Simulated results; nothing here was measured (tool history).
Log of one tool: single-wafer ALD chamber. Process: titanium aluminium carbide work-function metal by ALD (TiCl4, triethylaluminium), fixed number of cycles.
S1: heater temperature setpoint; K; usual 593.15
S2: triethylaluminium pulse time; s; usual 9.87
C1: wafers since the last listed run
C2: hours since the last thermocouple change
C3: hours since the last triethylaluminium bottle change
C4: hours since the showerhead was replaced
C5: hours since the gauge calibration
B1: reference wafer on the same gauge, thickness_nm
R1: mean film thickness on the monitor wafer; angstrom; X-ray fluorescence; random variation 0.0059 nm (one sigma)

run 1 hour=0 | S1=593.15 S2=9.87 | C1=0 C2=992.5 C3=82 C4=4916.9 C5=545.3 | B1=1.878 | R1=22.14
run 2 hour=21 | S1=593.15 S2=9.87 | C1=172 C2=1013.5 C3=103 C4=4937.9 C5=566.3 | B1=1.88 | R1=22.11
run 3 hour=88.3 | S1=593.15 S2=9.87 | C1=553 C2=1080.8 C3=170.3 C4=5005.2 C5=633.6 | B1=1.879 | R1=22.08
run 4 hour=122.4 | S1=593.15 S2=9.87 | C1=280 C2=1114.9 C3=204.4 C4=5039.3 C5=667.7 | B1=1.879 | R1=22.1
run 5 hour=144.5 | S1=589.15 S2=9.87 | C1=181 C2=1137 C3=226.5 C4=5061.4 C5=689.8 | B1=1.881 | R1=21.88
run 6 hour=169.2 | S1=589.15 S2=9.87 | C1=202 C2=1161.7 C3=251.2 C4=5086.1 C5=714.5 | B1=1.88 | R1=21.86
run 7 hour=189.1 | S1=593.15 S2=9.87 | C1=163 C2=1181.6 C3=271.1 C4=5106 C5=734.4 | B1=1.881 | R1=22.18
run 8 hour=214.4 | S1=593.15 S2=9.87 | C1=207 C2=1206.9 C3=296.4 C4=5131.3 C5=759.7 | B1=1.881 | R1=22.06
run 9 hour=250.1 | S1=593.15 S2=9.87 | C1=293 C2=1242.6 C3=332.1 C4=5167 C5=795.4 | B1=1.878 | R1=22.19
run 10 hour=265 | S1=593.15 S2=9.87 | C1=122 C2=1257.5 C3=347 C4=5181.9 C5=810.3 | B1=1.88 | R1=22.24
run 11 hour=289.1 | S1=593.15 S2=9.87 | C1=198 C2=1281.6 C3=371.1 C4=5206 C5=834.4 | B1=1.88 | R1=22.19
run 12 hour=311.9 | S1=580.15 S2=6.58 | C1=187 C2=1304.4 C3=393.9 C4=5228.8 C5=857.2 | B1=1.879 | R1=18.85
run 13 hour=331.4 | S1=587.15 S2=8.35 | C1=160 C2=1323.9 C3=413.4 C4=5248.3 C5=876.7 | B1=1.88 | R1=20.98
run 14 hour=361.8 | S1=593.15 S2=7.29 | C1=249 C2=1354.3 C3=443.8 C4=5278.7 C5=907.1 | B1=1.881 | R1=20.85
run 15 hour=383.4 | S1=593.15 S2=11.97 | C1=177 C2=1375.9 C3=465.4 C4=5300.3 C5=928.7 | B1=1.88 | R1=22.71
-- hour=402.7 thermocouple changed; heater temperature recalibrated
run 16 hour=403.2 | S1=593.15 S2=9.87 | C1=96 C2=0.5 C3=485.2 C4=5320.1 C5=948.5 | B1=1.88 | R1=21.77
run 17 hour=429.7 | S1=593.15 S2=9.87 | C1=217 C2=27 C3=511.7 C4=5346.6 C5=975 | B1=1.88 | R1=21.77
run 18 hour=456 | S1=579.15 S2=7.02 | C1=216 C2=53.3 C3=538 C4=5372.9 C5=1001.3 | B1=1.879 | R1=18.95
-- hour=474.2 showerhead replaced
run 19 hour=475.8 | S1=586.15 S2=9.87 | C1=96 C2=73.1 C3=557.8 C4=1.6 C5=1021.1 | B1=1.879 | R1=21.17
-- hour=494.6 triethylaluminium bottle replaced
run 20 hour=501.7 | S1=607.15 S2=13.76 | C1=147 C2=99 C3=7.1 C4=27.5 C5=1047 | B1=1.88 | R1=23.73
-- hour=516.3 gauge calibrated
run 21 hour=535.4 | S1=593.15 S2=9.87 | C1=276 C2=132.7 C3=40.8 C4=61.2 C5=19.1 | B1=1.88 | R1=21.73
run 22 hour=548.3 | S1=581.15 S2=7.01 | C1=105 C2=145.6 C3=53.7 C4=74.1 C5=32 | B1=1.881 | R1=19.04
run 23 hour=582.8 | S1=606.15 S2=6.46 | C1=283 C2=180.1 C3=88.2 C4=108.6 C5=66.5 | B1=1.879 | R1=20.57
run 24 hour=610.2 | S1=593.15 S2=9.87 | C1=225 C2=207.5 C3=115.6 C4=136 C5=93.9 | B1=1.88 | R1=21.73
run 25 hour=637.8 | S1=599.15 S2=9.87 | C1=226 C2=235.1 C3=143.2 C4=163.6 C5=121.5 | B1=1.88 | R1=22.38
run 26 hour=669.7 | S1=599.15 S2=11.71 | C1=262 C2=267 C3=175.1 C4=195.5 C5=153.4 | B1=1.879 | R1=22.82
run 27 hour=694.3 | S1=593.15 S2=9.87 | C1=202 C2=291.6 C3=199.7 C4=220.1 C5=178 | B1=1.881 | R1=21.89
run 28 hour=720.6 | S1=583.15 S2=8.29 | C1=216 C2=317.9 C3=226 C4=246.4 C5=204.3 | B1=1.881 | R1=20.19
run 29 hour=754.2 | S1=593.15 S2=13.54 | C1=276 C2=351.5 C3=259.6 C4=280 C5=237.9 | B1=1.881 | R1=22.43
run 30 hour=774.3 | S1=589.15 S2=12.78 | C1=165 C2=371.6 C3=279.7 C4=300.1 C5=258 | B1=1.88 | R1=21.91
run 31 hour=797.1 | S1=593.15 S2=13.41 | C1=187 C2=394.4 C3=302.5 C4=322.9 C5=280.8 | B1=1.881 | R1=22.35
run 32 hour=823.6 | S1=601.15 S2=6.03 | C1=217 C2=420.9 C3=329 C4=349.4 C5=307.3 | B1=1.879 | R1=19.53

Forecast each of these 5 alternatives for the next run:
run A hour=824 | S1=593.15 S2=9.87 | C1=3 C2=421.3 C3=329.4 C4=349.8 C5=307.7 | B1=? | R1=?
run B hour=824 | S1=589.15 S2=7.47 | C1=3 C2=421.3 C3=329.4 C4=349.8 C5=307.7 | B1=? | R1=?
run C hour=824 | S1=593.15 S2=6.66 | C1=3 C2=421.3 C3=329.4 C4=349.8 C5=307.7 | B1=? | R1=?
run D hour=824 | S1=606.15 S2=6.3 | C1=3 C2=421.3 C3=329.4 C4=349.8 C5=307.7 | B1=? | R1=?
run E hour=824 | S1=580.15 S2=11.46 | C1=3 C2=421.3 C3=329.4 C4=349.8 C5=307.7 | B1=? | R1=?

run=A B1=1.88 R1=21.86
run=B B1=1.88 R1=20.24
run=C B1=1.88 R1=19.8
run=D B1=1.88 R1=20.44
run=E B1=1.88 R1=20.98
Without the tool's hidden state the same runs would have given:
run=A R1=21.75
run=B R1=20.14
run=C R1=19.71
run=D R1=20.35
run=E R1=20.87
